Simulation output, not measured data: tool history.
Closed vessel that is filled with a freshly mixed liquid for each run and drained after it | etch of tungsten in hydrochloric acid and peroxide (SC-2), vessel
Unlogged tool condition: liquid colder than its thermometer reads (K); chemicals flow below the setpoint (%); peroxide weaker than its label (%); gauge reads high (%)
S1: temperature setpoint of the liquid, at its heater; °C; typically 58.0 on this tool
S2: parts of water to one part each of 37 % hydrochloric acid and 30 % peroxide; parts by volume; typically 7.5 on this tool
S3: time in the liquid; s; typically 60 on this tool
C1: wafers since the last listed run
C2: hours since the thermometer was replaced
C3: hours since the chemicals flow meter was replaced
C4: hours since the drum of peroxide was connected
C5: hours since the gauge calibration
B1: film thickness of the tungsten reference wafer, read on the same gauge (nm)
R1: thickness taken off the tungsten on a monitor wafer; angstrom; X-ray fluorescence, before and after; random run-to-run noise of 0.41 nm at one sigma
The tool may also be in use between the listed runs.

run 1 hour=0.0 | S1=58.0 S2=7.5 S3=60 | C1=0 C2=1427.3 C3=2276.7 C4=202.4 C5=422.0 | B1=130.00 | R1=387.4
run 2 hour=10.4 | S1=64.0 S2=7.5 S3=75 | C1=932 C2=1437.7 C3=2287.1 C4=212.8 C5=432.4 | B1=129.99 | R1=708.5
run 3 hour=22.0 | S1=64.0 S2=7.5 S3=75 | C1=1040 C2=1449.3 C3=2298.7 C4=224.4 C5=444.0 | B1=130.00 | R1=707.2
run 4 hour=34.4 | S1=64.0 S2=7.5 S3=75 | C1=1111 C2=1461.7 C3=2311.1 C4=236.8 C5=456.4 | B1=129.99 | R1=710.0
-- hour=44.9 thermometer replaced
run 5 hour=52.1 | S1=58.0 S2=7.5 S3=60 | C1=1497 C2=7.2 C3=2328.8 C4=254.5 C5=474.1 | B1=130.01 | R1=386.2
run 6 hour=67.2 | S1=58.0 S2=7.5 S3=60 | C1=1354 C2=22.3 C3=2343.9 C4=269.6 C5=489.2 | B1=130.01 | R1=393.9
run 7 hour=76.5 | S1=58.0 S2=7.5 S3=60 | C1=833 C2=31.6 C3=2353.2 C4=278.9 C5=498.5 | B1=130.00 | R1=387.5
run 8 hour=87.6 | S1=58.0 S2=7.5 S3=60 | C1=995 C2=42.7 C3=2364.3 C4=290.0 C5=509.6 | B1=130.04 | R1=388.7
run 9 hour=99.7 | S1=65.5 S2=9.0 S3=50 | C1=1085 C2=54.8 C3=2376.4 C4=302.1 C5=521.7 | B1=129.99 | R1=447.0
-- hour=105.0 new drum of peroxide connected
run 10 hour=113.9 | S1=54.0 S2=4.5 S3=90 | C1=1183 C2=69.0 C3=2390.6 C4=8.9 C5=535.9 | B1=130.00 | R1=668.6
run 11 hour=129.8 | S1=67.5 S2=7.5 S3=95 | C1=1425 C2=84.9 C3=2406.5 C4=24.8 C5=551.8 | B1=130.06 | R1=1094.8
-- hour=133.1 chemicals flow meter replaced
run 12 hour=140.5 | S1=65.0 S2=5.0 S3=80 | C1=869 C2=95.6 C3=7.4 C4=35.5 C5=562.5 | B1=130.00 | R1=1213.9
run 13 hour=151.2 | S1=58.0 S2=7.5 S3=60 | C1=959 C2=106.3 C3=18.1 C4=46.2 C5=573.2 | B1=130.01 | R1=433.1
-- hour=158.9 gauge calibrated
run 14 hour=161.6 | S1=68.0 S2=5.5 S3=30 | C1=932 C2=116.7 C3=28.5 C4=56.6 C5=2.7 | B1=130.00 | R1=504.4
run 15 hour=179.0 | S1=65.5 S2=7.5 S3=85 | C1=1560 C2=134.1 C3=45.9 C4=74.0 C5=20.1 | B1=130.00 | R1=967.2
run 16 hour=189.9 | S1=65.0 S2=10.5 S3=30 | C1=977 C2=145.0 C3=56.8 C4=84.9 C5=31.0 | B1=130.01 | R1=255.6
run 17 hour=206.5 | S1=61.0 S2=6.0 S3=50 | C1=1488 C2=161.6 C3=73.4 C4=101.5 C5=47.6 | B1=130.00 | R1=512.3
run 18 hour=224.4 | S1=61.0 S2=4.0 S3=90 | C1=1605 C2=179.5 C3=91.3 C4=119.4 C5=65.5 | B1=130.04 | R1=1231.3
run 19 hour=240.8 | S1=61.5 S2=6.5 S3=85 | C1=1470 C2=195.9 C3=107.7 C4=135.8 C5=81.9 | B1=130.01 | R1=857.1
run 20 hour=254.6 | S1=67.0 S2=10.5 S3=70 | C1=1237 C2=209.7 C3=121.5 C4=149.6 C5=95.7 | B1=130.03 | R1=652.7
run 21 hour=265.1 | S1=61.0 S2=8.5 S3=30 | C1=941 C2=220.2 C3=132.0 C4=160.1 C5=106.2 | B1=129.98 | R1=234.9
run 22 hour=300.9 | S1=67.5 S2=7.5 S3=95 | C1=3210 C2=256.0 C3=167.8 C4=195.9 C5=142.0 | B1=130.02 | R1=1233.6
run 23 hour=314.9 | S1=58.0 S2=7.5 S3=45 | C1=1255 C2=270.0 C3=181.8 C4=209.9 C5=156.0 | B1=130.01 | R1=321.8
run 24 hour=329.3 | S1=62.5 S2=9.5 S3=80 | C1=1291 C2=284.4 C3=196.2 C4=224.3 C5=170.4 | B1=129.97 | R1=623.4
run 25 hour=346.0 | S1=58.0 S2=7.5 S3=60 | C1=1497 C2=301.1 C3=212.9 C4=241.0 C5=187.1 | B1=129.95 | R1=423.1
run 26 hour=370.1 | S1=58.0 S2=7.5 S3=60 | C1=2161 C2=325.2 C3=237.0 C4=265.1 C5=211.2 | B1=130.01 | R1=422.8
run 27 hour=381.5 | S1=52.0 S2=7.5 S3=60 | C1=1022 C2=336.6 C3=248.4 C4=276.5 C5=222.6 | B1=129.98 | R1=289.1
run 28 hour=389.1 | S1=61.5 S2=11.0 S3=70 | C1=681 C2=344.2 C3=256.0 C4=284.1 C5=230.2 | B1=129.94 | R1=452.2
run 29 hour=405.1 | S1=61.0 S2=6.0 S3=50 | C1=1434 C2=360.2 C3=272.0 C4=300.1 C5=246.2 | B1=130.06 | R1=501.0
run 30 hour=414.1 | S1=53.0 S2=5.5 S3=80 | C1=807 C2=369.2 C3=281.0 C4=309.1 C5=255.2 | B1=129.94 | R1=519.5

What if the next run were any one of these 4? Each begins from the tool's condition after run 30:
run A hour=414.8 | S1=58.0 S2=7.5 S3=60 | C1=62 C2=369.9 C3=281.7 C4=309.8 C5=255.9 | B1=? | R1=?
run B hour=414.8 | S1=62.0 S2=6.0 S3=75 | C1=62 C2=369.9 C3=281.7 C4=309.8 C5=255.9 | B1=? | R1=?
run C hour=414.8 | S1=62.0 S2=5.5 S3=75 | C1=62 C2=369.9 C3=281.7 C4=309.8 C5=255.9 | B1=? | R1=?
run D hour=414.8 | S1=58.0 S2=10.0 S3=45 | C1=62 C2=369.9 C3=281.7 C4=309.8 C5=255.9 | B1=? | R1=?

run=A B1=129.99 R1=422.2
run=B B1=129.99 R1=806.2
run=C B1=129.99 R1=860.3
run=D B1=129.99 R1=250.4
The same runs, with their run-to-run variation unchanged, on a tool lacking any hidden condition would have given:
run=A R1=431.1
run=B R1=822.3
run=C R1=877.2
run=D R1=255.9
